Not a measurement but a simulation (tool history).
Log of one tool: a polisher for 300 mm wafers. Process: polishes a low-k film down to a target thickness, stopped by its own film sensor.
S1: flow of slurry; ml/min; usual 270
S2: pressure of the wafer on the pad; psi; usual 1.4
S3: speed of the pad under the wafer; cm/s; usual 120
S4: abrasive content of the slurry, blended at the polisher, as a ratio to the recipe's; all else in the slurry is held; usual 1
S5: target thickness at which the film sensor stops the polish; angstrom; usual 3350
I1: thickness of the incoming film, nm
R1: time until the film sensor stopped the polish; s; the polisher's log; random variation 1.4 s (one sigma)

run    hour   S1   S2   S3    S4    S5     I1     R1
  1       0  215  1.4  120     1  3290  357.8   96.5
         70  -- worn pad replaced by a new one
  2   100.4  270  1.4  120     1  3350    362   87.8
      194.9  -- slurry blender recalibrated
  3   206.4  270  1.4  120     1  3350  367.9    114
      229.1  -- head pressure recalibrated
  4   285.7  270  1.4  120     1  3350  359.6   78.9
  5   326.9  340  1.4  120     1  3350  359.1   75.7
      338.7  -- conditioning disc replaced and pad reconditioned
  6   404.2  270  1.6  120     1  3410  357.5   48.8
  7   446.7  270  1.6  120     1  3410  360.1   57.4
  8   513.1  270  1.6  120     1  3410  362.5   62.2
      562.6  -- worn pad replaced by a new one
  9   597.6  270  1.4   88     1  3350  361.7  108.3
 10   691.5  270  1.4   88     1  3350  361.4  105.9
      700.6  -- slurry blender recalibrated
      783.1  -- slurry nozzle cleaned
      792.2  -- head pressure recalibrated
      830.9  -- conditioning disc replaced and pad reconditioned
 11   934.1  270  1.4  120     1  3420  359.4   56.2
 12   990.9  270  1.4  140     1  3320  361.4   86.2
 13  1069.2  350  1.8  120     1  3350  359.6   64.3
     1083.6  -- worn pad replaced by a new one
 14  1153.9  215  1.4  120     1  3290  364.3  122.4
     1162.1  -- slurry blender recalibrated
 15  1227.7  270  1.4  120     1  3350  361.6   88.3
 16  1270.2  270  1.4  120     1  3350  361.2     90
     1273.1  -- head pressure recalibrated
     1349.1  -- conditioning disc replaced and pad reconditioned
 17  1376.9  270  0.9  120  1.15  3350  358.3   89.9
 18  1478.7  270  1.4  120     1  3350  357.3     72
 19  1547.9  270  1.4  120     1  3350  362.2   86.9
     1570.2  -- worn pad replaced by a new one
     1621.2  -- slurry nozzle cleaned
 20  1623.4  270  1.4  120   1.2  3380  355.6   52.6
     1652.8  -- slurry blender recalibrated
 21  1697.5  270  1.8  120  1.25  3350  353.6   47.2
 22  1782.4  270  1.4   88     1  3350  360.7  104.2
     1819.5  -- conditioning disc replaced and pad reconditioned
 23  1853.9  270  1.4  152   1.2  3350  359.8   67.5
     1892.8  -- head pressure recalibrated
 24    1909  355  1.4  120  0.75  3260  358.8  110.1
 25  1987.8  320  1.2  152     1  3280    365  107.9
 26  2059.8  270  1.7  120     1  3270  362.1   96.3

The same runs without the tool's hidden state, with the same run-to-run variation:
The hidden state here: removal rate lost through wear of the pad, %; slurry flow missing at the pad, %; deviation of the head's pressure from its setpoint, %; abrasive missing from the slurry, %; time polished since the conditioner stopped cutting, s.
run     R1
  1   93.6
  2   83.1
  3  104.3
  4   78.1
  5   74.8
  6   47.9
  7   56.1
  8   60.2
  9  103.1
 10   98.6
 11   54.9
 12   83.8
 13   61.8
 14  115.9
 15   82.2
 16   82.8
 17   90.2
 18   71.6
 19   85.7
 20   51.1
 21   45.1
 22   97.4
 23   61.6
 24  110.3
 25  107.8
 26   95.7
